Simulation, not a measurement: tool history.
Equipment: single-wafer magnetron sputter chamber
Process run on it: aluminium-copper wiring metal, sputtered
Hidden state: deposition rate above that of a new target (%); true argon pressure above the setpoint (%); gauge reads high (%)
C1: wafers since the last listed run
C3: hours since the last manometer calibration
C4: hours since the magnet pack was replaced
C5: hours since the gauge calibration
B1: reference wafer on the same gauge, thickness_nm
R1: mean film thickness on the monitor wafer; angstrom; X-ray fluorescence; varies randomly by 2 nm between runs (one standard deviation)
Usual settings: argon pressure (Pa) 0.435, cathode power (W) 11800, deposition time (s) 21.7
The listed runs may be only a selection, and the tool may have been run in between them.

Run 1, hour 0: usual settings; C1 0; wafers on the sputter target 291; C3 1858.6; C4 3782.3; C5 389.8; B1 363.95. Result: R1 3774.64 angstrom.
Run 2, hour 15.5: usual settings; C1 590; wafers on the sputter target 882; C3 1874.1; C4 3797.8; C5 405.3; B1 364.252. Result: R1 3779.34 angstrom.
Run 3, hour 32.7: usual settings; C1 655; wafers on the sputter target 1538; C3 1891.3; C4 3815; C5 422.5; B1 363.788. Result: R1 3783.27 angstrom.
Run 4, hour 46.5: usual settings; C1 526; wafers on the sputter target 2064; C3 1905.1; C4 3828.8; C5 436.3; B1 363.98. Result: R1 3732.57 angstrom.
Run 5, hour 80.2: usual settings but deposition time (s) 20.5; C1 1284; wafers on the sputter target 3348; C3 1938.8; C4 3862.5; C5 470; B1 363.953. Result: R1 3517.93 angstrom.
Run 6, hour 100.3: usual settings but deposition time (s) 20.5; C1 766; wafers on the sputter target 4115; C3 1958.9; C4 3882.6; C5 490.1; B1 364.193. Result: R1 3514.32 angstrom.
Run 7, hour 128.4: usual settings but deposition time (s) 20.5; C1 1071; wafers on the sputter target 5186; C3 1987; C4 3910.7; C5 518.2; B1 363.98. Result: R1 3493.31 angstrom.
Run 8, hour 160.3: usual settings; C1 1216; wafers on the sputter target 6402; C3 2018.9; C4 3942.6; C5 550.1; B1 363.656. Result: R1 3629.62 angstrom.
Run 9, hour 195.4: usual settings; C1 1338; wafers on the sputter target 7740; C3 2054; C4 3977.7; C5 585.2; B1 364.36. Result: R1 3574.46 angstrom.
Run 10, hour 214.2: usual settings; C1 716; wafers on the sputter target 8457; C3 2072.8; C4 3996.5; C5 604; B1 364.14. Result: R1 3552.15 angstrom.
At hour 235: sputter target and shields replaced.
Run 11, hour 236.4: usual settings; C1 541; wafers on the sputter target 52; C3 2095; C4 4018.7; C5 626.2; B1 363.771. Result: R1 3364.17 angstrom.
At hour 260: gauge calibrated.
Run 12, hour 264.9: usual settings but deposition time (s) 20.2; C1 1086; wafers on the sputter target 1138; C3 2123.5; C4 4047.2; C5 4.9; B1 363.796. Result: R1 3103.65 angstrom.
At hour 291.8: capacitance manometer re-zeroed and calibrated.
Run 13, hour 292.3: usual settings but deposition time (s) 20.2; C1 739; wafers on the sputter target 1878; C3 0.5; C4 4074.6; C5 32.3; B1 363.873. Result: R1 3100.49 angstrom.
Run 14, hour 324.1: usual settings but deposition time (s) 20.2; C1 1212; wafers on the sputter target 3090; C3 32.3; C4 4106.4; C5 64.1; B1 363.665. Result: R1 3081.64 angstrom.
Run 15, hour 344.9: usual settings but deposition time (s) 20.5; C1 792; wafers on the sputter target 3883; C3 53.1; C4 4127.2; C5 84.9; B1 364.009. Result: R1 3124.52 angstrom.
Run 16, hour 369.4: usual settings; C1 934; wafers on the sputter target 4817; C3 77.6; C4 4151.7; C5 109.4; B1 364.189. Result: R1 3232.68 angstrom.
Run 17, hour 397.3: usual settings but argon pressure (Pa) 0.333, cathode power (W) 9800, deposition time (s) 19.7; C1 1063; wafers on the sputter target 5881; C3 105.5; C4 4179.6; C5 137.3; B1 364.134. Result: R1 2565.41 angstrom.
At hour 413.3: sputter target and shields replaced, repeated, since the last time left the tool worse.
Run 18, hour 432.5: usual settings but argon pressure (Pa) 0.273, cathode power (W) 9350, deposition time (s) 23.2; C1 1036; wafers on the sputter target 730; C3 140.7; C4 4214.8; C5 172.5; B1 363.625. Result: R1 3471.12 angstrom.
Run 19, hour 461: usual settings but cathode power (W) 13750, deposition time (s) 18.6; C1 1086; wafers on the sputter target 1817; C3 169.2; C4 4243.3; C5 201; B1 363.724. Result: R1 3783.29 angstrom.
At hour 470.9: magnet pack replaced.
Run 20, hour 475.4: usual settings; C1 243; wafers on the sputter target 2061; C3 183.6; C4 4.5; C5 215.4; B1 363.881. Result: R1 3787.43 angstrom.
Run 21, hour 503.4: usual settings but argon pressure (Pa) 0.53; C1 1067; wafers on the sputter target 3128; C3 211.6; C4 32.5; C5 243.4; B1 364.301. Result: R1 3625.87 angstrom.
Run 22, hour 524.3: usual settings but cathode power (W) 13100, deposition time (s) 23.9; C1 796; wafers on the sputter target 3925; C3 232.5; C4 53.4; C5 264.3; B1 363.754. Result: R1 4599.47 angstrom.
Run 23, hour 546.2: usual settings but deposition time (s) 23.8; C1 834; wafers on the sputter target 4760; C3 254.4; C4 75.3; C5 286.2; B1 364.11. Result: R1 4107.15 angstrom.
Run 24, hour 564.2: usual settings; C1 686; wafers on the sputter target 5446; C3 272.4; C4 93.3; C5 304.2; B1 364.169. Result: R1 3726.02 angstrom.
Run 25, hour 590.3: usual settings but argon pressure (Pa) 0.334, cathode power (W) 9750; C1 995; wafers on the sputter target 6441; C3 298.5; C4 119.4; C5 330.3; B1 363.98. Result: R1 3138.72 angstrom.
At hour 624.1: sputter target and shields replaced.
Run 26, hour 624.6: usual settings but argon pressure (Pa) 0.358, cathode power (W) 13300, deposition time (s) 18.7; C1 1002; wafers on the sputter target 17; C3 332.8; C4 153.7; C5 364.6; B1 363.875. Result: R1 3795.15 angstrom.
Run 27, hour 652.2: usual settings but argon pressure (Pa) 0.279, cathode power (W) 10050, deposition time (s) 19.4; C1 1052; wafers on the sputter target 1069; C3 360.4; C4 181.3; C5 392.2; B1 364.373. Result: R1 3111.52 angstrom.
Run 28, hour 676: usual settings but argon pressure (Pa) 0.509; C1 907; wafers on the sputter target 1976; C3 384.2; C4 205.1; C5 416; B1 363.716. Result: R1 3619.49 angstrom.
Run 29, hour 691.4: usual settings but argon pressure (Pa) 0.289, cathode power (W) 13550, deposition time (s) 24.8; C1 587; wafers on the sputter target 2564; C3 399.6; C4 220.5; C5 431.4; B1 363.916. Result: R1 5269.49 angstrom.
Run 30, hour 703.4: usual settings but argon pressure (Pa) 0.283, cathode power (W) 13200, deposition time (s) 17.5; C1 457; wafers on the sputter target 3021; C3 411.6; C4 232.5; C5 443.4; B1 363.932. Result: R1 3612.26 angstrom.
Run 31, hour 732: usual settings but argon pressure (Pa) 0.261, cathode power (W) 12900, deposition time (s) 18.3; C1 1090; wafers on the sputter target 4111; C3 440.2; C4 261.1; C5 472; B1 363.668. Result: R1 3700.28 angstrom.
Run 32, hour 747.7: usual settings but argon pressure (Pa) 0.562, cathode power (W) 9800, deposition time (s) 19.1; C1 598; wafers on the sputter target 4710; C3 455.9; C4 276.8; C5 487.7; B1 363.986. Result: R1 2593.34 angstrom.
At hour 782.3: gauge calibrated.
Run 33, hour 783.7: usual settings but argon pressure (Pa) 0.351, cathode power (W) 10700, deposition time (s) 18.2; C1 1372; wafers on the sputter target 6082; C3 491.9; C4 312.8; C5 1.4; B1 364.019. Result: R1 2909.41 angstrom.
Run 34, hour 816.2: usual settings but argon pressure (Pa) 0.336; C1 1239; wafers on the sputter target 7321; C3 524.4; C4 345.3; C5 33.9; B1 364.054. Result: R1 3795.22 angstrom.

A few steps of R1 between consecutive runs. Split each: what settings, incoming material and random variation would produce without the hidden state, and what is left over for the hidden state, along with gauge scatter present in only one of the two compared results (measured, and without hidden state):
Run 10 -> 11: sputter target and shields replaced. R1 -187.98 angstrom: hidden state -215.27, all else +27.29.
Run 17 -> 18: argon pressure (Pa) 0.333 -> 0.273, cathode power (W) 9800 -> 9350, deposition time (s) 19.7 -> 23.2, sputter target and shields replaced, repeated, since the last time left the tool worse. R1 +905.71 angstrom: hidden state +452.07, all else +453.64.
Run 25 -> 26: argon pressure (Pa) 0.334 -> 0.358, cathode power (W) 9750 -> 13300, deposition time (s) 21.7 -> 18.7, sputter target and shields replaced. R1 +656.43 angstrom: hidden state +100.52, all else +555.91.
Run 28 -> 29: argon pressure (Pa) 0.509 -> 0.289, cathode power (W) 11800 -> 13550, deposition time (s) 21.7 -> 24.8. R1 +1650 angstrom: hidden state -26.45, all else +1676.45.
Run 29 -> 30: argon pressure (Pa) 0.289 -> 0.283, cathode power (W) 13550 -> 13200, deposition time (s) 24.8 -> 17.5. R1 -1657.23 angstrom: hidden state +10.96, all else -1668.19.
Run 31 -> 32: argon pressure (Pa) 0.261 -> 0.562, cathode power (W) 12900 -> 9800, deposition time (s) 18.3 -> 19.1. R1 -1106.94 angstrom: hidden state +10.4, all else -1117.34.
